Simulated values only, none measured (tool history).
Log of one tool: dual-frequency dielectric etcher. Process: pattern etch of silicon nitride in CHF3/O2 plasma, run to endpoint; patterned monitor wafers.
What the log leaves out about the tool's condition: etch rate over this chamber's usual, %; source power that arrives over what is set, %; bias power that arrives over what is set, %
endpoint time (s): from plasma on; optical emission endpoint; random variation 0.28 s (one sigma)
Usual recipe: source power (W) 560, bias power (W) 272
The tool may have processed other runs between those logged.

run	hour	source power (W)	bias power (W)	wafers since the last listed run	hours since the last wet clean	hours since the last source power generator calibration	hours since the last bias power generator calibration	hours since the last upper electrode change	incoming incoming film thickness, nm	endpoint time (s)
1	0	560	272	0	20	914.4	2043.7	4556.1	75.5	43.3
2	54.8	560	272	810	74.8	969.2	2098.5	4610.9	75.6	43.7
3	106.7	560	272	767	126.7	1021.1	2150.4	4662.8	76.5	44.1
4	147	560	235	596	167	1061.4	2190.7	4703.1	75.5	45.1
5	217.7	560	305	1045	237.7	1132.1	2261.4	4773.8	75.7	41.7
6	257.1	560	305	582	277.1	1171.5	2300.8	4813.2	76.1	41.3
7	321.3	560	296	949	341.3	1235.7	2365	4877.4	76.6	42.3
# hour 346.3: wet clean of the chamber
8	373.7	560	296	420	27.4	1288.1	2417.4	4929.8	76.1	41.2
9	540.4	560	296	2466	194.1	1454.8	2584.1	5096.5	75.8	40.2
# hour 592.3: upper electrode replaced
# hour 669: wet clean of the chamber, repeated, since the last time left the tool worse
10	718.6	560	272	1926	49.6	1633	2762.3	126.3	76.1	43.2
11	777.4	560	272	869	108.4	1691.8	2821.1	185.1	75.5	43
12	804.6	560	272	402	135.6	1719	2848.3	212.3	75.6	42.6
# hour 827.6: bias power generator calibrated
13	837.2	560	272	423	168.2	1751.6	9.6	244.9	76.2	43.5
14	891.3	560	272	800	222.3	1805.7	63.7	299	75.7	42.6
15	937.9	560	272	689	268.9	1852.3	110.3	345.6	75.8	42.7
16	985.5	560	272	704	316.5	1899.9	157.9	393.2	76	42.3
# hour 1085.4: source power generator calibrated
# hour 1139.6: wet clean of the chamber
17	1156.4	560	272	2114	16.8	71	328.8	564.1	76.3	44
18	1226	690	327	1029	86.4	140.6	398.4	633.7	76.3	39.4
19	1284.2	560	272	861	144.6	198.8	456.6	691.9	75.9	43.2
20	1314	560	292	440	174.4	228.6	486.4	721.7	75.2	42.3
21	1453.2	480	291	2059	313.6	367.8	625.6	860.9	76.1	43.6
22	1492.2	470	325	576	352.6	406.8	664.6	899.9	76.8	43.6
23	1526.3	560	311	504	386.7	440.9	698.7	934	76.1	40.9
# hour 1618.5: wet clean of the chamber
24	1619	430	313	1016	0.5	533.6	791.4	1026.7	76.1	44.9
25	1623.3	620	207	63	4.8	537.9	795.7	1031	76.1	46.2
26	1680.9	620	311	852	62.4	595.5	853.3	1088.6	76.1	41.3
27	1724.6	430	307	646	106.1	639.2	897	1132.3	76	45.4
28	1750	560	272	375	131.5	664.6	922.4	1157.7	76.4	43.3
29	1797.8	560	337	707	179.3	712.4	970.2	1205.5	76.1	40.5
30	1841.7	560	272	649	223.2	756.3	1014.1	1249.4	75.9	43.7

Estimate the outcome of run 31 from the log above:
31	1887.5	630	338	677	269	802.1	1059.9	1295.2	76.2	?

{"run 31": {"endpoint time (s)": 39.9}}
With the hidden condition absent and the run-to-run variation left alone, this run would have shown endpoint time (s) 40.5.
